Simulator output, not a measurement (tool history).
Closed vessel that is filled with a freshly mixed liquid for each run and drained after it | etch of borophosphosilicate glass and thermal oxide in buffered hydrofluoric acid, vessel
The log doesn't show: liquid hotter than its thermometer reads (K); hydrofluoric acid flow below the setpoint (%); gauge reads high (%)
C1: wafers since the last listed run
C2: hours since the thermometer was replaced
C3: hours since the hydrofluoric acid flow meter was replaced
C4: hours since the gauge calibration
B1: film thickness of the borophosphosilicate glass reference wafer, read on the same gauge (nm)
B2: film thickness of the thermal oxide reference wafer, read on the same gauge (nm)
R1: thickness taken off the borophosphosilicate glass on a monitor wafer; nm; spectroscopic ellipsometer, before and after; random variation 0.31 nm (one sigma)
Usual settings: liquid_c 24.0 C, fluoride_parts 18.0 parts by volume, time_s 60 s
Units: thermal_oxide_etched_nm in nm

Run 1, hour 0.0: usual settings; C1 0; C2 614.6; C3 2157.4; C4 1162.7; B1 60.02; B2 50.00. Result: R1 45.88 nm, thermal_oxide_etched_nm 36.47 nm.
At hour 12.4: hydrofluoric acid flow meter replaced.
Run 2, hour 87.5: usual settings; C1 10263; C2 702.1; C3 75.1; C4 1250.2; B1 60.00; B2 50.00. Result: R1 50.70 nm, thermal_oxide_etched_nm 40.50 nm.
Run 3, hour 113.5: usual settings; C1 3085; C2 728.1; C3 101.1; C4 1276.2; B1 60.01; B2 49.99. Result: R1 51.11 nm, thermal_oxide_etched_nm 39.99 nm.
Run 4, hour 134.8: usual settings; C1 2527; C2 749.4; C3 122.4; C4 1297.5; B1 60.00; B2 50.00. Result: R1 51.06 nm, thermal_oxide_etched_nm 40.35 nm.
Run 5, hour 151.5: usual settings but liquid_c 27.0 C, fluoride_parts 14.5 parts by volume, time_s 95 s; C1 1981; C2 766.1; C3 139.1; C4 1314.2; B1 60.00; B2 50.01. Result: R1 116.96 nm, thermal_oxide_etched_nm 93.61 nm.
Run 6, hour 172.5: usual settings; C1 2491; C2 787.1; C3 160.1; C4 1335.2; B1 59.98; B2 50.00. Result: R1 50.84 nm, thermal_oxide_etched_nm 40.63 nm.
Run 7, hour 203.8: usual settings but liquid_c 29.0 C, time_s 80 s; C1 3713; C2 818.4; C3 191.4; C4 1366.5; B1 60.00; B2 49.99. Result: R1 88.72 nm, thermal_oxide_etched_nm 69.97 nm.
Run 8, hour 218.8: usual settings but liquid_c 27.0 C, fluoride_parts 20.5 parts by volume, time_s 45 s; C1 1779; C2 833.4; C3 206.4; C4 1381.5; B1 60.00; B2 49.99. Result: R1 39.51 nm, thermal_oxide_etched_nm 31.60 nm.
Run 9, hour 234.9: usual settings but liquid_c 19.5 C, fluoride_parts 12.5 parts by volume; C1 1910; C2 849.5; C3 222.5; C4 1397.6; B1 60.03; B2 50.01. Result: R1 56.72 nm, thermal_oxide_etched_nm 45.20 nm.
Run 10, hour 259.1: usual settings but fluoride_parts 24.5 parts by volume; C1 2871; C2 873.7; C3 246.7; C4 1421.8; B1 60.01; B2 50.00. Result: R1 39.83 nm, thermal_oxide_etched_nm 31.41 nm.
Run 11, hour 280.9: usual settings; C1 2586; C2 895.5; C3 268.5; C4 1443.6; B1 60.00; B2 50.01. Result: R1 50.63 nm, thermal_oxide_etched_nm 40.43 nm.
Run 12, hour 297.2: usual settings but liquid_c 20.5 C, fluoride_parts 24.0 parts by volume, time_s 30 s; C1 1934; C2 911.8; C3 284.8; C4 1459.9; B1 59.99; B2 49.98. Result: R1 16.63 nm, thermal_oxide_etched_nm 13.37 nm.
Run 13, hour 323.4: usual settings; C1 3108; C2 938.0; C3 311.0; C4 1486.1; B1 60.03; B2 50.01. Result: R1 50.45 nm, thermal_oxide_etched_nm 39.86 nm.
At hour 327.1: gauge calibrated.
Run 14, hour 344.3: usual settings but liquid_c 28.0 C, fluoride_parts 12.0 parts by volume, time_s 95 s; C1 2479; C2 958.9; C3 331.9; C4 17.2; B1 60.03; B2 49.99. Result: R1 147.84 nm, thermal_oxide_etched_nm 118.72 nm.
At hour 372.6: thermometer replaced.
Run 15, hour 375.4: usual settings but liquid_c 21.0 C; C1 3571; C2 2.8; C3 363.0; C4 48.3; B1 59.97; B2 50.01. Result: R1 43.10 nm, thermal_oxide_etched_nm 34.04 nm.
Run 16, hour 402.7: usual settings but fluoride_parts 23.5 parts by volume; C1 3239; C2 30.1; C3 390.3; C4 75.6; B1 60.01; B2 49.98. Result: R1 40.85 nm, thermal_oxide_etched_nm 32.23 nm.
Run 17, hour 425.7: usual settings; C1 2729; C2 53.1; C3 413.3; C4 98.6; B1 59.96; B2 50.00. Result: R1 50.67 nm, thermal_oxide_etched_nm 39.60 nm.
Run 18, hour 440.6: usual settings but fluoride_parts 13.5 parts by volume; C1 1767; C2 68.0; C3 428.2; C4 113.5; B1 59.99; B2 49.99. Result: R1 67.19 nm, thermal_oxide_etched_nm 52.76 nm.
Run 19, hour 458.8: usual settings but liquid_c 22.5 C, fluoride_parts 14.0 parts by volume, time_s 30 s; C1 2159; C2 86.2; C3 446.4; C4 131.7; B1 59.99; B2 49.97. Result: R1 29.73 nm, thermal_oxide_etched_nm 23.43 nm.
Run 20, hour 488.2: usual settings but liquid_c 27.0 C, fluoride_parts 21.5 parts by volume, time_s 50 s; C1 3488; C2 115.6; C3 475.8; C4 161.1; B1 60.00; B2 50.01. Result: R1 42.13 nm, thermal_oxide_etched_nm 33.81 nm.
Run 21, hour 559.6: usual settings but liquid_c 28.0 C, fluoride_parts 13.0 parts by volume, time_s 85 s; C1 8472; C2 187.0; C3 547.2; C4 232.5; B1 59.99; B2 50.01. Result: R1 120.28 nm, thermal_oxide_etched_nm 96.01 nm.
Run 22, hour 583.3: usual settings but fluoride_parts 13.0 parts by volume, time_s 85 s; C1 2812; C2 210.7; C3 570.9; C4 256.2; B1 60.00; B2 49.96. Result: R1 97.87 nm, thermal_oxide_etched_nm 77.80 nm.
Run 23, hour 596.6: usual settings but liquid_c 29.0 C, fluoride_parts 21.0 parts by volume, time_s 95 s; C1 1578; C2 224.0; C3 584.2; C4 269.5; B1 60.01; B2 49.97. Result: R1 90.15 nm, thermal_oxide_etched_nm 71.79 nm.
Run 24, hour 611.2: usual settings but liquid_c 29.0 C, fluoride_parts 21.5 parts by volume, time_s 35 s; C1 1732; C2 238.6; C3 598.8; C4 284.1; B1 60.02; B2 50.01. Result: R1 32.74 nm, thermal_oxide_etched_nm 26.26 nm.
Run 25, hour 634.1: usual settings but liquid_c 28.5 C, fluoride_parts 22.0 parts by volume, time_s 45 s; C1 2717; C2 261.5; C3 621.7; C4 307.0; B1 60.00; B2 50.00. Result: R1 40.32 nm, thermal_oxide_etched_nm 32.45 nm.

4 ways to go on from here, each from the tool as it stands after run 25. What would each give?
Run A, hour 634.8: usual settings; C1 83; C2 262.2; C3 622.4; C4 307.7; B1 ?; B2 ?. Result: R1 ?, thermal_oxide_etched_nm ?.
Run B, hour 634.8: usual settings but time_s 70 s; C1 83; C2 262.2; C3 622.4; C4 307.7; B1 ?; B2 ?. Result: R1 ?, thermal_oxide_etched_nm ?.
Run C, hour 634.8: usual settings but liquid_c 21.0 C, time_s 50 s; C1 83; C2 262.2; C3 622.4; C4 307.7; B1 ?; B2 ?. Result: R1 ?, thermal_oxide_etched_nm ?.
Run D, hour 634.8: usual settings but time_s 90 s; C1 83; C2 262.2; C3 622.4; C4 307.7; B1 ?; B2 ?. Result: R1 ?, thermal_oxide_etched_nm ?.

run     B1     B2     R1  thermal_oxide_etched_nm
  A  59.99  49.99  49.68                    38.83
  B  59.99  49.99  57.97                    45.30
  C  59.99  49.99  35.14                    27.42
  D  59.99  49.99  74.53                    58.24
Without the tool's hidden state the same runs would have given:
run     R1  thermal_oxide_etched_nm
  A  51.11                    39.94
  B  59.62                    46.59
  C  36.15                    28.20
  D  76.66                    59.90
